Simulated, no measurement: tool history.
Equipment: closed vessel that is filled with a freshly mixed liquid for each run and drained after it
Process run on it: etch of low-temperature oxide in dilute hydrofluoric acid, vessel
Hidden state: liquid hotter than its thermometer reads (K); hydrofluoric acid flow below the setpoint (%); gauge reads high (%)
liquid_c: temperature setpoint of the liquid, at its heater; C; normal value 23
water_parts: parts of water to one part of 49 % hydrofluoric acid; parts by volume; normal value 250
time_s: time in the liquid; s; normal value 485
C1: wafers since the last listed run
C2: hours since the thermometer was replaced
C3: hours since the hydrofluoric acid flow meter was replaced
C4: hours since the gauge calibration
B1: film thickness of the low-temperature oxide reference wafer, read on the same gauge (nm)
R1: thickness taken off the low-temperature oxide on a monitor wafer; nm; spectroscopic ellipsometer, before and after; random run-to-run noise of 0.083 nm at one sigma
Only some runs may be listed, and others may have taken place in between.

Run 1, hour 0: usual settings; C1 0; C2 2214; C3 1336.4; C4 38.6; B1 100. Result: R1 19.92 nm.
Run 2, hour 32.7: usual settings; C1 3168; C2 2246.7; C3 1369.1; C4 71.3; B1 100. Result: R1 19.82 nm.
Run 3, hour 48.1: usual settings; C1 1492; C2 2262.1; C3 1384.5; C4 86.7; B1 100. Result: R1 19.81 nm.
Run 4, hour 74.1: usual settings; C1 2519; C2 2288.1; C3 1410.5; C4 112.7; B1 100.01. Result: R1 19.76 nm.
Run 5, hour 87.9: usual settings but time_s 315 s; C1 1337; C2 2301.9; C3 1424.3; C4 126.5; B1 100. Result: R1 12.95 nm.
Run 6, hour 109.5: usual settings but time_s 315 s; C1 2093; C2 2323.5; C3 1445.9; C4 148.1; B1 100. Result: R1 12.85 nm.
Run 7, hour 136.8: usual settings but time_s 315 s; C1 2645; C2 2350.8; C3 1473.2; C4 175.4; B1 100.01. Result: R1 12.85 nm.
Run 8, hour 169.7: usual settings; C1 3188; C2 2383.7; C3 1506.1; C4 208.3; B1 99.99. Result: R1 19.64 nm.
Run 9, hour 182.8: usual settings; C1 1269; C2 2396.8; C3 1519.2; C4 221.4; B1 99.99. Result: R1 19.62 nm.
Run 10, hour 209.5: usual settings but time_s 395 s; C1 2587; C2 2423.5; C3 1545.9; C4 248.1; B1 100.01. Result: R1 16.03 nm.
Run 11, hour 240.9: usual settings but time_s 395 s; C1 3042; C2 2454.9; C3 1577.3; C4 279.5; B1 99.99. Result: R1 15.89 nm.
Run 12, hour 267.5: usual settings but time_s 395 s; C1 2577; C2 2481.5; C3 1603.9; C4 306.1; B1 99.98. Result: R1 16.04 nm.
Run 13, hour 299.8: usual settings but water_parts 180 parts by volume; C1 3130; C2 2513.8; C3 1636.2; C4 338.4; B1 100.02. Result: R1 29.61 nm.
At hour 312.4: thermometer replaced.
At hour 322: hydrofluoric acid flow meter replaced.
Run 14, hour 333.8: usual settings but liquid_c 21.5 C, time_s 410 s; C1 3101; C2 21.4; C3 11.8; C4 372.4; B1 99.99. Result: R1 16.73 nm.
Run 15, hour 361.7: usual settings but liquid_c 20 C, water_parts 160 parts by volume, time_s 650 s; C1 2703; C2 49.3; C3 39.7; C4 400.3; B1 99.99. Result: R1 42.82 nm.
Run 16, hour 398.6: usual settings; C1 3575; C2 86.2; C3 76.6; C4 437.2; B1 100.01. Result: R1 20.71 nm.
Run 17, hour 426.5: usual settings but liquid_c 19 C, water_parts 330 parts by volume, time_s 400 s; C1 2703; C2 114.1; C3 104.5; C4 465.1; B1 100.01. Result: R1 10.41 nm.
Run 18, hour 449.1: usual settings but liquid_c 18.5 C, water_parts 335 parts by volume, time_s 290 s; C1 2190; C2 136.7; C3 127.1; C4 487.7; B1 100.01. Result: R1 7.26 nm.
Run 19, hour 480.8: usual settings but liquid_c 28 C, water_parts 370 parts by volume; C1 3072; C2 168.4; C3 158.8; C4 519.4; B1 100.02. Result: R1 14.68 nm.
At hour 482.3: gauge calibrated.
Run 20, hour 507.2: usual settings; C1 2558; C2 194.8; C3 185.2; C4 24.9; B1 100.01. Result: R1 20.63 nm.
Run 21, hour 530.4: usual settings but time_s 665 s; C1 2248; C2 218; C3 208.4; C4 48.1; B1 100.01. Result: R1 28.45 nm.

For run 22, what comes out?
Run 22, hour 553.8: usual settings but liquid_c 19.5 C, water_parts 210 parts by volume, time_s 600 s; C1 2267; C2 241.4; C3 231.8; C4 71.5; B1 ?. Result: R1 ?.

{"run 22": {"B1": 100, "R1": 28.06}}
With the hidden condition absent and the run-to-run variation left alone, this run would have shown R1 27.94 nm.
